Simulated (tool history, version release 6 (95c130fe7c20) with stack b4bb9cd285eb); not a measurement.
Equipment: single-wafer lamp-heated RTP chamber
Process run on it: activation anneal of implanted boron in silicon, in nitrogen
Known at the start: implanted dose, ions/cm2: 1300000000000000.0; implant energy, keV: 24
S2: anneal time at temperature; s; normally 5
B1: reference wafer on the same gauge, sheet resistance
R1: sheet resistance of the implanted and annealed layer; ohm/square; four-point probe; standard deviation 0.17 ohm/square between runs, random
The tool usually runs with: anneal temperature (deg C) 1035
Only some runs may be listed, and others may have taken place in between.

Run 1, day 0: usual settings but anneal temperature (deg C) 1053; B1 104.91. Result: R1 97.8 ohm/square.
At day 5.812: reflector plate cleaned.
At day 11.167: pyrometer window cleaned and pyrometer calibrated.
Run 2, day 11.812: usual settings; B1 104.91. Result: R1 98.98 ohm/square.
Run 3, day 16.167: usual settings; B1 104.89. Result: R1 99.26 ohm/square.
Run 4, day 17.954: usual settings; B1 104.93. Result: R1 98.67 ohm/square.
Run 5, day 21.496: usual settings; B1 104.87. Result: R1 98.97 ohm/square.
At day 23.433: gauge calibrated.
Run 6, day 25.204: usual settings; B1 104.88. Result: R1 99.1 ohm/square.
Run 7, day 29.617: usual settings; B1 104.9. Result: R1 98.46 ohm/square.
Run 8, day 33.617: usual settings but anneal temperature (deg C) 1045; B1 104.89. Result: R1 97.58 ohm/square.
Run 9, day 36.6: usual settings but S2 7 s; B1 104.93. Result: R1 97.9 ohm/square.
Run 10, day 39.088: usual settings but S2 7 s; B1 104.92. Result: R1 97.78 ohm/square.
At day 41.033: pyrometer window cleaned and pyrometer calibrated.
Run 11, day 42.871: usual settings; B1 104.92. Result: R1 98.94 ohm/square.
Run 12, day 44.579: usual settings; B1 104.92. Result: R1 98.96 ohm/square.
Run 13, day 48.833: usual settings but S2 3 s; B1 104.88. Result: R1 98.87 ohm/square.
At day 51.742: reflector plate cleaned.
Run 14, day 56.092: usual settings but anneal temperature (deg C) 1015, S2 3 s; B1 104.89. Result: R1 102.84 ohm/square.
Run 15, day 57.996: usual settings but anneal temperature (deg C) 1015, S2 3 s; B1 104.9. Result: R1 102.66 ohm/square.
Run 16, day 61.708: usual settings but anneal temperature (deg C) 1015, S2 3 s; B1 104.84. Result: R1 101.81 ohm/square.
Run 17, day 67.121: usual settings; B1 104.9. Result: R1 98.16 ohm/square.
At day 69.667: pyrometer window cleaned and pyrometer calibrated.
Run 18, day 70.608: usual settings but S2 6 s; B1 104.87. Result: R1 98.85 ohm/square.
Run 19, day 73.654: usual settings but anneal temperature (deg C) 1005, S2 4 s; B1 104.91. Result: R1 104.64 ohm/square.
Run 20, day 75.483: usual settings but anneal temperature (deg C) 1053; B1 104.93. Result: R1 98.16 ohm/square.
Run 21, day 79.638: usual settings but anneal temperature (deg C) 1062, S2 4 s; B1 104.91. Result: R1 97.72 ohm/square.
Run 22, day 83.65: usual settings but anneal temperature (deg C) 1027; B1 104.85. Result: R1 99.35 ohm/square.
Run 23, day 85.938: usual settings but anneal temperature (deg C) 1006; B1 104.88. Result: R1 102.67 ohm/square.
Run 24, day 89.217: usual settings; B1 104.88. Result: R1 98.32 ohm/square.
Run 25, day 91.292: usual settings; B1 104.92. Result: R1 98.1 ohm/square.
At day 94.146: reflector plate cleaned.
Run 26, day 95.454: usual settings; B1 104.91. Result: R1 98.21 ohm/square.
Run 27, day 98.771: usual settings; B1 104.91. Result: R1 97.91 ohm/square.
At day 100.367: pyrometer window cleaned and pyrometer calibrated.
At day 100.621: gauge calibrated.
Run 28, day 102.017: usual settings but anneal temperature (deg C) 1051; B1 104.89. Result: R1 97.96 ohm/square.
Run 29, day 106.342: usual settings; B1 104.84. Result: R1 98.97 ohm/square.
Run 30, day 114.221: usual settings but anneal temperature (deg C) 1059, S2 3 s; B1 104.94. Result: R1 97.54 ohm/square.
Run 31, day 118.421: usual settings but anneal temperature (deg C) 1048, S2 6 s; B1 104.89. Result: R1 97.6 ohm/square.
Run 32, day 121.708: usual settings but anneal temperature (deg C) 1065; B1 104.88. Result: R1 97.43 ohm/square.
Run 33, day 124.408: usual settings; B1 104.92. Result: R1 98.1 ohm/square.
Run 34, day 126.279: usual settings but anneal temperature (deg C) 1016, S2 7 s; B1 104.88. Result: R1 99.33 ohm/square.
At day 127.692: pyrometer window cleaned and pyrometer calibrated.
Run 35, day 127.879: usual settings but anneal temperature (deg C) 1049, S2 4 s; B1 104.89. Result: R1 98.15 ohm/square.
At day 133.083: reflector plate cleaned.
Run 36, day 135.662: usual settings but anneal temperature (deg C) 1026, S2 8 s; B1 104.88. Result: R1 99.62 ohm/square.

Results for each run, recomputed without the tool's hidden state and with each run's random variation untouched:
Hidden conditions of the tool in this case: true wafer temperature minus pyrometer reading, K; wafer temperature error from the tarnished reflector plate, K; gauge reads high (%).
run      R1
  1   98.22
  2   99.36
  3   99.77
  4   99.25
  5    99.7
  6  100.02
  7   99.62
  8   98.43
  9   99.33
 10   99.32
 11   99.77
 12   99.83
 13   99.98
 14  104.04
 15  104.17
 16  103.93
 17   99.46
 18   99.37
 19  106.56
 20   98.44
 21   97.93
 22  100.77
 23  106.03
 24   99.64
 25   99.53
 26   99.38
 27   99.31
 28   98.16
 29   99.53
 30   97.83
 31   98.17
 32   97.66
 33   99.58
 34  102.38
 35   98.56
 36  100.11
